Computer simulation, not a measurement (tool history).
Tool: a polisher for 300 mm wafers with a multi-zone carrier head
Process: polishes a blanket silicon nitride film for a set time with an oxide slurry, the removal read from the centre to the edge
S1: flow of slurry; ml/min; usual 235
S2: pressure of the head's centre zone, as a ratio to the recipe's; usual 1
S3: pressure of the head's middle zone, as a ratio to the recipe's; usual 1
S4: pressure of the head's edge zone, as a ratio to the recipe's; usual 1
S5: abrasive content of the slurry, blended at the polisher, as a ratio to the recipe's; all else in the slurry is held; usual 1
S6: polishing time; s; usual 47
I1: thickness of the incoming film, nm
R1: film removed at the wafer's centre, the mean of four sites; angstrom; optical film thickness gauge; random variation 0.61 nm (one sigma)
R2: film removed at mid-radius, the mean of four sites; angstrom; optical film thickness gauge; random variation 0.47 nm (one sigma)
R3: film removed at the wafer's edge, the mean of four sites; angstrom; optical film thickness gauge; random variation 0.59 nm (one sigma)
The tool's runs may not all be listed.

Run 1, day 0: usual settings; I1 548.6. Result: R1 414 angstrom, R2 431 angstrom, R3 418 angstrom.
Run 2, day 0.362: usual settings; I1 539.6. Result: R1 419 angstrom, R2 426 angstrom, R3 421 angstrom.
Run 3, day 1.038: usual settings; I1 534.1. Result: R1 401 angstrom, R2 417 angstrom, R3 428 angstrom.
Run 4, day 1.521: usual settings; I1 529.7. Result: R1 407 angstrom, R2 415 angstrom, R3 424 angstrom.
Run 5, day 1.958: usual settings but S3 1.03, S4 0.92; I1 537.5. Result: R1 398 angstrom, R2 420 angstrom, R3 379 angstrom.
Run 6, day 2.467: usual settings but S3 1.03, S4 0.92; I1 538.3. Result: R1 387 angstrom, R2 410 angstrom, R3 383 angstrom.
Run 7, day 2.929: usual settings but S3 1.03, S4 0.92; I1 538.9. Result: R1 381 angstrom, R2 402 angstrom, R3 379 angstrom.
Run 8, day 3.312: usual settings but S5 0.9, S6 35 s; I1 540.4. Result: R1 273 angstrom, R2 281 angstrom, R3 285 angstrom.
At day 3.488: worn pad replaced by a new one.
Run 9, day 3.854: usual settings but S5 0.9, S6 35 s; I1 539.1. Result: R1 250 angstrom, R2 264 angstrom, R3 258 angstrom.
Run 10, day 4.283: usual settings; I1 543.5. Result: R1 359 angstrom, R2 361 angstrom, R3 353 angstrom.
At day 4.608: slurry nozzle cleaned.
Run 11, day 4.667: usual settings; I1 539.9. Result: R1 349 angstrom, R2 362 angstrom, R3 363 angstrom.
At day 5.442: worn pad replaced by a new one, repeated, since the last time left the tool worse.
Run 12, day 5.462: usual settings; I1 538.8. Result: R1 422 angstrom, R2 430 angstrom, R3 424 angstrom.
Run 13, day 5.833: usual settings but S1 285 ml/min, S5 0.75; I1 545.2. Result: R1 395 angstrom, R2 401 angstrom, R3 407 angstrom.
At day 6.358: edge zone pressure recalibrated.
Run 14, day 6.379: usual settings but S5 0.85; I1 542.3. Result: R1 398 angstrom, R2 408 angstrom, R3 408 angstrom.
At day 6.788: centre zone pressure recalibrated.
Run 15, day 6.871: usual settings but S1 260 ml/min, S2 0.93; I1 532.2. Result: R1 381 angstrom, R2 425 angstrom, R3 421 angstrom.
At day 7.521: carrier head's membrane replaced by a new one.
Run 16, day 7.6: usual settings but S2 0.89, S3 0.94; I1 545.6. Result: R1 363 angstrom, R2 403 angstrom, R3 416 angstrom.
Run 17, day 7.888: usual settings but S5 1.15; I1 543.9. Result: R1 420 angstrom, R2 429 angstrom, R3 430 angstrom.
Run 18, day 8.492: usual settings but S5 1.1; I1 544. Result: R1 419 angstrom, R2 418 angstrom, R3 422 angstrom.
Run 19, day 9.079: usual settings but S5 1.2, S6 62 s; I1 540.5. Result: R1 549 angstrom, R2 556 angstrom, R3 574 angstrom.
At day 9.492: worn pad replaced by a new one.
Run 20, day 9.717: usual settings; I1 541. Result: R1 412 angstrom, R2 424 angstrom, R3 421 angstrom.
Run 21, day 10.196: usual settings but S1 300 ml/min, S2 0.93, S5 0.85, S6 37 s; I1 529.5. Result: R1 306 angstrom, R2 326 angstrom, R3 328 angstrom.

Forecast each of these 4 alternatives for the next run:
Run A, day 10.212: usual settings but S1 265 ml/min; I1 531.6. Result: R1 ?, R2 ?, R3 ?.
Run B, day 10.212: usual settings but S4 0.96; I1 531.6. Result: R1 ?, R2 ?, R3 ?.
Run C, day 10.212: usual settings but S4 1.05; I1 531.6. Result: R1 ?, R2 ?, R3 ?.
Run D, day 10.212: usual settings but S2 1.08, S4 1.08, S6 61 s; I1 531.6. Result: R1 ?, R2 ?, R3 ?.

run   R1   R2   R3
  A  423  429  446
  B  416  422  432
  C  416  422  452
  D  582  548  594
Without the tool's hidden state the same runs would have given:
run   R1   R2   R3
  A  427  433  450
  B  419  426  436
  C  419  426  456
  D  588  553  600
